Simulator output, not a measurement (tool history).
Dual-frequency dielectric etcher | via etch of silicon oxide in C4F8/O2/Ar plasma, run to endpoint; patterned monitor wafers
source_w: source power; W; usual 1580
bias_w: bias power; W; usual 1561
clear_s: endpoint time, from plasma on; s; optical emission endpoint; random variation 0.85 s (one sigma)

run,hour,source_w,bias_w,"incoming incoming film thickness, nm",clear_s
1,0.0,1580,1363,817.8,188.3
2,34.3,1580,1363,817.9,188.3
3,43.8,1580,1329,827.5,192.4
4,54.5,1580,1329,813.1,189.3
5,72.1,1580,1329,812.9,187.5
6,83.4,1580,1281,829.1,197.1
7,90.4,1580,1281,815.1,190.9
8,101.6,1580,1561,819.2,176.5
9,110.1,1580,1561,819.7,176.8
10,127.8,1580,1561,819.6,177.3
11,136.7,1580,1561,813.9,176.8
12,154.3,1580,1394,822.6,186.6
# hour 178.8: upper electrode replaced
13,203.6,1580,1394,818.3,185.7
14,211.9,1580,1561,824.8,179.3
15,226.0,1580,1353,809.8,184.9
# hour 234.3: bias power generator calibrated
16,234.8,1410,1296,815.5,198.7
17,248.6,1320,1364,813.9,197.2
# hour 261.5: source power generator calibrated
18,265.7,1580,1561,817.0,177.4
19,277.7,1730,1825,817.1,160.4
# hour 309.3: wet clean of the chamber
20,309.8,1900,1920,817.7,153.9
21,310.3,1580,1561,815.8,177.0
22,324.0,1840,1406,808.2,174.3
23,364.3,1950,1874,810.0,153.4
24,377.4,1380,1250,817.7,201.6
25,385.9,1580,1561,812.7,176.4
26,401.3,1580,1767,807.4,165.1
27,416.7,1250,1755,816.9,178.5

5 ways to go on from here, each from the tool as it stands after run 27. What would each give?
A,417.2,1580,1412,818.2,?
B,417.2,1450,1561,818.2,?
C,417.2,1860,1561,818.2,?
D,417.2,1580,1461,818.2,?
E,417.2,1580,1365,818.2,?

run,clear_s
A,183.5
B,179.9
C,167.2
D,180.7
E,186.3
Without the tool's hidden state the same runs would have given:
run,clear_s
A,183.5
B,179.9
C,167.2
D,180.7
E,186.3

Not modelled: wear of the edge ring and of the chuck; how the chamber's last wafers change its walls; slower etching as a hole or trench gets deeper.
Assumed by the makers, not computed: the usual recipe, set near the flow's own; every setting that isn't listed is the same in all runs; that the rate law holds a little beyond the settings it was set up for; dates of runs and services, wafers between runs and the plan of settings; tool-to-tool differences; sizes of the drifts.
